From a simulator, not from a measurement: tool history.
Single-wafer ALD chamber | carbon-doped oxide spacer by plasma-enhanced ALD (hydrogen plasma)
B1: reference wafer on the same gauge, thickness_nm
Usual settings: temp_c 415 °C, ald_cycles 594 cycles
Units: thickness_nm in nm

Run 1, hour 0: usual settings; B1 32.788. Result: thickness_nm 28.492 nm.
Run 2, hour 41.3: usual settings; B1 32.818. Result: thickness_nm 28.546 nm.
Run 3, hour 83.5: usual settings; B1 32.789. Result: thickness_nm 28.831 nm.
Run 4, hour 137.8: usual settings; B1 32.81. Result: thickness_nm 28.712 nm.
Run 5, hour 194.6: usual settings but ald_cycles 677 cycles; B1 32.828. Result: thickness_nm 32.638 nm.
Run 6, hour 290.9: usual settings but ald_cycles 677 cycles; B1 32.781. Result: thickness_nm 32.65 nm.
Run 7, hour 392.4: usual settings but temp_c 420 °C; B1 32.807. Result: thickness_nm 28.166 nm.
Run 8, hour 475.7: usual settings but temp_c 420 °C; B1 32.797. Result: thickness_nm 28.143 nm.
Run 9, hour 558.8: usual settings but temp_c 420 °C; B1 32.794. Result: thickness_nm 28.239 nm.
Run 10, hour 853.8: usual settings; B1 32.833. Result: thickness_nm 28.618 nm.
Run 11, hour 941.7: usual settings; B1 32.776. Result: thickness_nm 28.803 nm.
At hour 975.5: thermocouple changed; heater temperature recalibrated.
Run 12, hour 1014.6: usual settings; B1 32.812. Result: thickness_nm 28.27 nm.
At hour 1066.7: gauge calibrated.
Run 13, hour 1115.1: usual settings but temp_c 408 °C, ald_cycles 627 cycles; B1 32.776. Result: thickness_nm 30.407 nm.
Run 14, hour 1201.3: usual settings but temp_c 411 °C, ald_cycles 653 cycles; B1 32.844. Result: thickness_nm 31.549 nm.
Run 15, hour 1307.4: usual settings but temp_c 404 °C, ald_cycles 480 cycles; B1 32.801. Result: thickness_nm 23.703 nm.
Run 16, hour 1413.1: usual settings but temp_c 423 °C; B1 32.843. Result: thickness_nm 27.487 nm.
Run 17, hour 1506.2: usual settings but temp_c 430 °C, ald_cycles 666 cycles; B1 32.795. Result: thickness_nm 30.211 nm.

Run 18 comes next. What will it give?
Run 18, hour 1561.7: usual settings but ald_cycles 706 cycles; B1 ?. Result: thickness_nm ?.

B1: 32.817
thickness_nm: 33.694 nm
Without the tool's hidden state the same run would have given thickness_nm 33.213 nm.
